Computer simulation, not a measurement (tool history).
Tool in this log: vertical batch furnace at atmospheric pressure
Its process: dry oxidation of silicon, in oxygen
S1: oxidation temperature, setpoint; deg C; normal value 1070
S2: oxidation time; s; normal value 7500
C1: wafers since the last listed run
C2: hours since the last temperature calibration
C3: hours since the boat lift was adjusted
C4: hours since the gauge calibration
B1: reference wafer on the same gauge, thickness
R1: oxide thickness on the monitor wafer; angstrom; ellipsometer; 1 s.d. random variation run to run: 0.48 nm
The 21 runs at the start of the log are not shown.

-- day=43.304 boat lift adjusted
run 22 day=43.325 | S1=1091 S2=4920 | C1=475 C2=408.2 C3=0.5 C4=464.7 | B1=164.06 | R1=1411.3
run 23 day=45.567 | S1=1070 S2=7500 | C1=778 C2=462.0 C3=54.3 C4=518.5 | B1=164.02 | R1=1594.0
run 24 day=46.642 | S1=1085 S2=4590 | C1=373 C2=487.8 C3=80.1 C4=544.3 | B1=163.79 | R1=1305.9
run 25 day=49.467 | S1=1070 S2=7500 | C1=980 C2=555.6 C3=147.9 C4=612.1 | B1=163.85 | R1=1603.9
run 26 day=51.629 | S1=1061 S2=5520 | C1=750 C2=607.5 C3=199.8 C4=664.0 | B1=164.00 | R1=1257.5
run 27 day=54.162 | S1=1059 S2=6240 | C1=879 C2=668.3 C3=260.6 C4=724.8 | B1=163.87 | R1=1345.5
run 28 day=55.583 | S1=1070 S2=5610 | C1=493 C2=702.4 C3=294.7 C4=758.9 | B1=164.02 | R1=1345.6
run 29 day=58.392 | S1=1079 S2=7500 | C1=974 C2=769.8 C3=362.1 C4=826.3 | B1=164.07 | R1=1699.7
run 30 day=60.129 | S1=1070 S2=7500 | C1=603 C2=811.5 C3=403.8 C4=868.0 | B1=163.93 | R1=1604.6
run 31 day=61.442 | S1=1093 S2=5040 | C1=455 C2=843.0 C3=435.3 C4=899.5 | B1=163.80 | R1=1457.8
run 32 day=64.171 | S1=1070 S2=7500 | C1=947 C2=908.5 C3=500.8 C4=965.0 | B1=163.99 | R1=1608.5

Here are 3 independent what-if runs from the current tool condition. What would each one return?
run A day=64.408 | S1=1070 S2=7500 | C1=82 C2=914.2 C3=506.5 C4=970.7 | B1=? | R1=?
run B day=64.408 | S1=1057 S2=11010 | C1=82 C2=914.2 C3=506.5 C4=970.7 | B1=? | R1=?
run C day=64.408 | S1=1079 S2=8760 | C1=82 C2=914.2 C3=506.5 C4=970.7 | B1=? | R1=?

run=A B1=164.05 R1=1603.9
run=B B1=164.05 R1=1871.4
run=C B1=164.05 R1=1856.1
Stripped of hidden state, with their random variation kept, the same runs would have yielded:
run=A R1=1572.8
run=B R1=1837.4
run=C R1=1819.3
